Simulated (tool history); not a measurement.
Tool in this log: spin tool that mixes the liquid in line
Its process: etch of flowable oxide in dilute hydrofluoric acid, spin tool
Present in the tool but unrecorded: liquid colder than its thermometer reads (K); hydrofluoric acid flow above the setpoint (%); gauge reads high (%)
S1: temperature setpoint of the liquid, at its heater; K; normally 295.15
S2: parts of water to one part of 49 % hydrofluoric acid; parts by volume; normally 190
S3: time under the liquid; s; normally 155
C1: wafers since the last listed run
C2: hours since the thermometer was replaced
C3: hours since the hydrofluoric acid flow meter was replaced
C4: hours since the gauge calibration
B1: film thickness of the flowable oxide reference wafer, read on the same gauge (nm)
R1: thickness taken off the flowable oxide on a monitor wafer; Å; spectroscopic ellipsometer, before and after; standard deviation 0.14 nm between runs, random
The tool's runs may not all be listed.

run	hour	S1	S2	S3	C1	C2	C3	C4	B1	R1
1	0	295.15	190	85	0	2116.8	256.6	260.9	60.01	109.4
2	21.4	295.15	190	105	152	2138.2	278	282.3	60.01	133.9
3	45.7	295.15	190	105	173	2162.5	302.3	306.6	59.99	134.8
4	85.8	295.15	190	105	285	2202.6	342.4	346.7	60	135.8
5	121.6	295.15	190	155	255	2238.4	378.2	382.5	60	198.7
6	141.6	291.65	190	155	142	2258.4	398.2	402.5	60	172
7	159.9	291.65	190	155	130	2276.7	416.5	420.8	59.99	174.6
8	186.4	291.65	190	155	188	2303.2	443	447.3	60	172.4
# hour 200.7: hydrofluoric acid flow meter replaced
9	214.1	295.15	190	155	190	2330.9	13.4	475	60.01	198.9
10	232.9	295.15	255	210	133	2349.7	32.2	493.8	60	187.7
11	258.8	295.15	255	210	184	2375.6	58.1	519.7	60	189.2
12	279.9	295.15	255	210	150	2396.7	79.2	540.8	60.02	188.8
# hour 290.6: gauge calibrated
13	298.7	292.15	270	100	133	2415.5	98	8.1	60.01	74.8
14	318.8	295.15	190	155	143	2435.6	118.1	28.2	60.01	198
15	353.1	295.15	190	155	244	2469.9	152.4	62.5	60	199.6
16	369.4	295.15	145	115	116	2486.2	168.7	78.8	60.02	202.8
17	404.2	299.65	130	230	247	2521	203.5	113.6	59.98	545.4
# hour 411: thermometer replaced
18	426.5	295.15	190	245	151	15.5	225.8	135.9	59.99	314.5
19	457.5	295.15	285	90	220	46.5	256.8	166.9	60	69.6
20	475.5	295.15	190	235	128	64.5	274.8	184.9	60	296.7
21	510.1	291.65	190	225	246	99.1	309.4	219.5	60.01	256.3
22	543.1	295.15	270	245	235	132.1	342.4	252.5	60	201.6
23	566.3	295.15	190	155	165	155.3	365.6	275.7	60	198.6
24	598.9	295.15	230	185	232	187.9	398.2	308.3	60.01	188.5
25	625.3	295.15	190	85	188	214.3	424.6	334.7	60	108.7

Alternative continuations, all from the tool just after run 25; predict every row:
A	625.8	295.15	190	155	3	214.8	425.1	335.2	?	?
B	625.8	297.15	190	155	3	214.8	425.1	335.2	?	?
C	625.8	299.65	130	70	3	214.8	425.1	335.2	?	?
D	625.8	295.15	190	110	3	214.8	425.1	335.2	?	?

run	B1	R1
A	60.01	200.5
B	60.01	216.2
C	60.01	168
D	60.01	142.3
Without the tool's hidden state the same runs would have given:
run	R1
A	200.5
B	216.2
C	168
D	142.3

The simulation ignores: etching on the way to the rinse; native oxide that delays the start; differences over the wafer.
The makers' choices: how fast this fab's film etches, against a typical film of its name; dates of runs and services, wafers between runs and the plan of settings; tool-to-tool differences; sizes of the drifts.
